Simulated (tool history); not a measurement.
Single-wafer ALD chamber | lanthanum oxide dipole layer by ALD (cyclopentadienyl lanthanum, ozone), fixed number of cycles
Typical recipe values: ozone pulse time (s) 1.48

run,hour,ozone pulse time (s),wafers since the last listed run,hours since the last thermocouple change,hours since the last ozone generator service,hours since the showerhead was replaced,hours since the gauge calibration,"read-back reference wafer on the same gauge, thickness_nm",mean film thickness on the monitor wafer (angstrom)
1,0,1.04,0,902.4,385.7,1935,111.9,0.433,4.97
2,65.1,1.04,1307,967.5,450.8,2000.1,177,0.433,4.95
3,138.3,1.48,1470,1040.7,524,2073.3,250.2,0.433,5.14
4,185.3,1.48,944,1087.7,571,2120.3,297.2,0.433,5.12
5,282.5,1.48,1952,1184.9,668.2,2217.5,394.4,0.433,5.12
6,324.3,1.48,839,1226.7,710,2259.3,436.2,0.432,5.11
7,399.2,1.48,1504,1301.6,784.9,2334.2,511.1,0.433,5.1
# hour 410.3: thermocouple changed; heater temperature recalibrated
8,477.2,1.23,1406,66.9,862.9,2412.2,589.1,0.433,4.94
# hour 512.6: ozone generator serviced
9,697.5,1.48,4265,287.2,184.9,2632.5,809.4,0.433,5.18
10,765.6,1.76,1368,355.3,253,2700.6,877.5,0.433,5.27
# hour 796.8: gauge calibrated
# hour 809.8: showerhead replaced
11,830.1,1.03,1135,419.8,317.5,20.3,33.3,0.433,4.95
12,906,2.01,1524,495.7,393.4,96.2,109.2,0.433,5.34
13,975.3,1.48,1392,565,462.7,165.5,178.5,0.433,5.17
14,1063.3,1.64,1767,653,550.7,253.5,266.5,0.433,5.21
15,1120.8,1.18,1155,710.5,608.2,311,324,0.433,5

State the hidden condition of the tool at each of the runs:
wafer temperature above the value expected at the setpoint (K): 0 at every run
gauge reads high (%): 0 at every run
H1: ozone dose above that of a generator just serviced (%)
run,H1
1,-4.84
2,-6.32
3,-8.26
4,-9.66
5,-12.9
6,-14.5
7,-17.5
8,-21
9,-1.42
10,-2.23
11,-3.23
12,-4.7
13,-6.31
14,-8.74
15,-10.5
